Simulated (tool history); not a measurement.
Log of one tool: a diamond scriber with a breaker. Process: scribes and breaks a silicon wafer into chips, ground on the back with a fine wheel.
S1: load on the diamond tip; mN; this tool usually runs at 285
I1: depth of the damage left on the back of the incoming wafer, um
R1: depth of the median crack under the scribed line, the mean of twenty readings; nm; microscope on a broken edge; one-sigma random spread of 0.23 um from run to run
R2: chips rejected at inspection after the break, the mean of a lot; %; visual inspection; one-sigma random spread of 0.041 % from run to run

run,hour,S1,I1,R1,R2
1,0.0,285,2.20,9740,6.66
2,49.3,285,2.02,10040,6.82
3,139.6,285,1.80,9910,6.86
# hour 145.8: diamond tip replaced by a new one
4,343.2,285,1.77,10580,2.13
5,411.7,285,2.53,10720,3.19
6,469.8,285,2.84,10130,4.17
# hour 501.8: load on the tip recalibrated
7,572.4,285,2.65,10410,5.33
8,621.5,285,1.88,10000,5.05
9,694.9,285,2.39,9640,5.97
10,744.4,285,1.75,9630,5.51
11,799.4,285,1.52,10010,5.60
12,852.8,285,1.69,9990,6.16
13,903.7,341,2.00,11640,0.88
14,964.3,341,2.56,11560,1.26
# hour 1195.6: diamond tip replaced by a new one
15,1249.5,285,2.00,11450,1.28
16,1315.1,285,2.25,10870,2.00
17,1381.4,285,2.47,10880,2.49
18,1427.2,333,1.95,11990,0.70
19,1520.3,285,2.16,10410,4.20
20,1580.2,351,1.79,12530,0.71
21,1632.7,256,1.67,9030,11.73
22,1721.3,285,2.01,9990,5.38
23,1792.0,250,1.88,8440,16.15
24,1888.0,285,1.71,9790,6.91
25,1972.7,355,2.56,11780,1.05
26,2060.9,238,1.87,8140,22.97
27,2168.7,285,2.09,9420,8.99
# hour 2260.8: diamond tip replaced by a new one
# hour 2273.0: load on the tip recalibrated
28,2274.7,207,2.49,8710,19.21
29,2368.4,320,2.64,12930,1.34
30,2433.8,285,1.55,10990,1.56
31,2514.6,313,2.28,11730,0.93
32,2613.3,285,1.93,10530,3.43
33,2685.5,285,2.48,10150,4.38
34,2769.3,285,2.60,10330,4.49
35,2815.0,263,1.82,9250,8.53
36,2904.6,247,2.80,8710,16.27
37,2955.5,240,2.71,8540,19.92

Predict each of these 3 candidate next runs independently; none follows another, all start after run 37:
A,2956.1,285,2.69,?,?
B,2956.1,229,2.69,?,?
C,2956.1,340,2.69,?,?

run,R1,R2
A,10050,6.35
B,8060,23.63
C,11830,1.17
Stripped of hidden state, with their random variation kept, the same runs would have yielded:
run,R1,R2
A,12060,1.07
B,9670,8.65
C,14190,4.73

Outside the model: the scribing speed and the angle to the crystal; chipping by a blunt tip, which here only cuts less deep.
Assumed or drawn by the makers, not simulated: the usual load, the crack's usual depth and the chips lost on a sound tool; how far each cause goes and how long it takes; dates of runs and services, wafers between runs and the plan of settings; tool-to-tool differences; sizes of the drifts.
